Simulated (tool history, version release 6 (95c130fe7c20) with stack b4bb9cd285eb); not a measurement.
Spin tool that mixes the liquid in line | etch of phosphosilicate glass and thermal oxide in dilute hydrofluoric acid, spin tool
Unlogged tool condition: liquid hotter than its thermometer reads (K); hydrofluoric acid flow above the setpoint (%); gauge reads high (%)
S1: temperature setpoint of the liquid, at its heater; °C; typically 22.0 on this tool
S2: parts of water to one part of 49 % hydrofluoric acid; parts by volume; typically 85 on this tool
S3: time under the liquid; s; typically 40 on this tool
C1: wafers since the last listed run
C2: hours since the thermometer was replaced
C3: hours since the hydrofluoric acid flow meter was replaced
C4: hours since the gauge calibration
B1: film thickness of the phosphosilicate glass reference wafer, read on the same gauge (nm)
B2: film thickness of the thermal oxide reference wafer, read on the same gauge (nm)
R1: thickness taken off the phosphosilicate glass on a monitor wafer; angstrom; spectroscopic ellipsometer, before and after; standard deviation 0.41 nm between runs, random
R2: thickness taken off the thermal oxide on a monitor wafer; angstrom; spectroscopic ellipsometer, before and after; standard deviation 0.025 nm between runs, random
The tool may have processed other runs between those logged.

run	hour	S1	S2	S3	C1	C2	C3	C4	B1	B2	R1	R2
1	0.0	22.0	75	40	0	2495.5	247.6	393.5	109.94	150.002	754.0	27.27
2	44.1	22.0	75	40	407	2539.6	291.7	437.6	109.98	149.992	758.2	26.96
3	100.4	22.0	95	40	519	2595.9	348.0	493.9	109.98	149.991	593.5	20.71
4	152.8	20.0	70	40	483	2648.3	400.4	546.3	109.99	149.993	770.7	26.83
5	265.9	20.0	70	40	1044	2761.4	513.5	659.4	109.99	149.999	776.3	27.09
6	334.4	22.0	85	40	632	2829.9	582.0	727.9	110.04	150.000	679.5	24.17
7	365.5	22.0	85	40	287	2861.0	613.1	759.0	110.04	149.993	687.7	24.72
8	426.6	23.0	85	60	564	2922.1	674.2	820.1	109.99	149.978	1066.6	38.51
# hour 427.8: thermometer replaced
# hour 432.5: hydrofluoric acid flow meter replaced
9	461.5	23.0	85	60	303	33.7	29.0	855.0	109.95	150.006	949.3	33.32
10	488.9	23.0	85	60	253	61.1	56.4	882.4	110.03	149.981	956.7	33.02
11	544.1	24.5	50	65	509	116.3	111.6	937.6	109.98	149.996	1944.3	69.35
12	614.1	26.5	60	20	646	186.3	181.6	1007.6	110.01	150.006	540.4	18.93
# hour 665.2: gauge calibrated
13	668.0	22.0	100	30	497	240.2	235.5	2.8	110.00	150.014	387.0	13.36
14	717.6	18.5	85	40	458	289.8	285.1	52.4	109.99	149.983	546.7	19.23
15	745.1	22.0	100	30	253	317.3	312.6	79.9	109.98	149.986	394.5	13.67
16	813.9	22.0	85	30	635	386.1	381.4	148.7	110.02	150.007	472.5	17.14
17	863.2	17.5	85	25	455	435.4	430.7	198.0	109.96	150.006	328.6	11.76
18	902.8	22.0	85	40	365	475.0	470.3	237.6	110.01	149.997	632.9	22.24
19	998.8	22.0	85	60	886	571.0	566.3	333.6	109.99	149.997	961.5	33.86
20	1030.3	20.5	70	55	290	602.5	597.8	365.1	110.02	149.980	1047.2	35.81

Some steps in R1, run to run, broken into two amounts with sign: the step expected even without the hidden condition (settings, incoming material, random variation), and the rest, left for the hidden condition together with whatever gauge scatter is not in both the measured and the hidden-condition-free result:
Run 7 -> 8: S1 22.0 -> 23.0, S3 40 -> 60. R1 +378.9 angstrom: hidden state +62.0, all else +316.9.
Run 8 -> 9: thermometer replaced, hydrofluoric acid flow meter replaced. R1 -117.3 angstrom: hidden state -137.2, all else +19.9.
Run 10 -> 11: S1 23.0 -> 24.5, S2 85 -> 50, S3 60 -> 65. R1 +987.6 angstrom: hidden state +44.1, all else +943.5.
Run 11 -> 12: S1 24.5 -> 26.5, S2 50 -> 60, S3 65 -> 20. R1 -1403.9 angstrom: hidden state -49.5, all else -1354.4.
